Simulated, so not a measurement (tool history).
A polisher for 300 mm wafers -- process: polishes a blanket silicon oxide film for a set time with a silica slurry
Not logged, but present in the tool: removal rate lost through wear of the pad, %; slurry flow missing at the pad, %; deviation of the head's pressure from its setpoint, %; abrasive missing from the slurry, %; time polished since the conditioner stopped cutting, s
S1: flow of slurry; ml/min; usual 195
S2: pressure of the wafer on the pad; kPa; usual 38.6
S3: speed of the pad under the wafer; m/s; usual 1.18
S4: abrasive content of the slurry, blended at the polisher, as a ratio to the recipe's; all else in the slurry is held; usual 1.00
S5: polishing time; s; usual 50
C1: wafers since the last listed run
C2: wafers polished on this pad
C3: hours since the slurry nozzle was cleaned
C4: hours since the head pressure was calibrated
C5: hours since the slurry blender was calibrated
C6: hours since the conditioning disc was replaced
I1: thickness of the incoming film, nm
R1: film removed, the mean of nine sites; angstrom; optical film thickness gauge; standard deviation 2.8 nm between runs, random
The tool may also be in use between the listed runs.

Run 1, hour 0.0: usual settings but S5 36 s; C1 0; C2 368; C3 99.8; C4 200.6; C5 129.5; C6 79.2; I1 1863.6. Result: R1 1150 angstrom.
At hour 28.8: conditioning disc replaced and pad reconditioned.
Run 2, hour 36.2: usual settings but S5 36 s; C1 216; C2 584; C3 136.0; C4 236.8; C5 165.7; C6 7.4; I1 1855.5. Result: R1 1228 angstrom.
At hour 57.5: slurry blender recalibrated.
Run 3, hour 59.0: usual settings but S5 36 s; C1 131; C2 716; C3 158.8; C4 259.6; C5 1.5; C6 30.2; I1 1852.1. Result: R1 1372 angstrom.
At hour 76.4: worn pad replaced by a new one.
Run 4, hour 87.8: usual settings; C1 157; C2 72; C3 187.6; C4 288.4; C5 30.3; C6 59.0; I1 1859.3. Result: R1 1820 angstrom.
Run 5, hour 106.3: usual settings; C1 117; C2 189; C3 206.1; C4 306.9; C5 48.8; C6 77.5; I1 1842.8. Result: R1 1731 angstrom.
At hour 136.6: conditioning disc replaced and pad reconditioned.
At hour 183.1: slurry nozzle cleaned.
At hour 186.8: worn pad replaced by a new one.
Run 6, hour 195.9: usual settings; C1 525; C2 57; C3 12.8; C4 396.5; C5 138.4; C6 59.3; I1 1874.1. Result: R1 1657 angstrom.
Run 7, hour 213.3: usual settings but S2 43.4 kPa; C1 110; C2 167; C3 30.2; C4 413.9; C5 155.8; C6 76.7; I1 1858.9. Result: R1 1794 angstrom.
Run 8, hour 226.9: usual settings but S2 43.4 kPa; C1 86; C2 253; C3 43.8; C4 427.5; C5 169.4; C6 90.3; I1 1843.2. Result: R1 1693 angstrom.
At hour 244.9: slurry blender recalibrated.
At hour 247.0: conditioning disc replaced and pad reconditioned.
Run 9, hour 253.5: usual settings but S2 43.4 kPa; C1 143; C2 397; C3 70.4; C4 454.1; C5 8.6; C6 6.5; I1 1859.8. Result: R1 2087 angstrom.
At hour 264.6: head pressure recalibrated.
Run 10, hour 272.2: usual settings but S1 175 ml/min, S4 0.85; C1 105; C2 502; C3 89.1; C4 7.6; C5 27.3; C6 25.2; I1 1850.6. Result: R1 1649 angstrom.
At hour 303.1: worn pad replaced by a new one.
Run 11, hour 304.9: usual settings; C1 181; C2 11; C3 121.8; C4 40.3; C5 60.0; C6 57.9; I1 1844.6. Result: R1 1765 angstrom.
Run 12, hour 330.9: usual settings but S1 230 ml/min, S3 0.84 m/s, S5 39 s; C1 164; C2 176; C3 147.8; C4 66.3; C5 86.0; C6 83.9; I1 1849.3. Result: R1 1027 angstrom.
Run 13, hour 356.1: usual settings but S2 49.0 kPa, S3 1.46 m/s, S4 0.90; C1 159; C2 335; C3 173.0; C4 91.5; C5 111.2; C6 109.1; I1 1874.7. Result: R1 2020 angstrom.
At hour 365.4: conditioning disc replaced and pad reconditioned.
Run 14, hour 380.8: usual settings but S1 250 ml/min, S3 0.84 m/s, S5 63 s; C1 143; C2 479; C3 197.7; C4 116.2; C5 135.9; C6 15.4; I1 1891.0. Result: R1 1713 angstrom.
Run 15, hour 416.6: usual settings but S3 1.04 m/s, S5 66 s; C1 226; C2 706; C3 233.5; C4 152.0; C5 171.7; C6 51.2; I1 1850.9. Result: R1 1940 angstrom.

Predict the results of run 16:
At hour 434.0: worn pad replaced by a new one.
At hour 447.6: slurry blender recalibrated.
Run 16, hour 451.4: usual settings; C1 182; C2 97; C3 268.3; C4 186.8; C5 3.8; C6 86.0; I1 1858.0. Result: R1 ?.

{"run 16": {"R1": 1734}}
Without the tool's hidden state the same run would have given R1 1966 angstrom.

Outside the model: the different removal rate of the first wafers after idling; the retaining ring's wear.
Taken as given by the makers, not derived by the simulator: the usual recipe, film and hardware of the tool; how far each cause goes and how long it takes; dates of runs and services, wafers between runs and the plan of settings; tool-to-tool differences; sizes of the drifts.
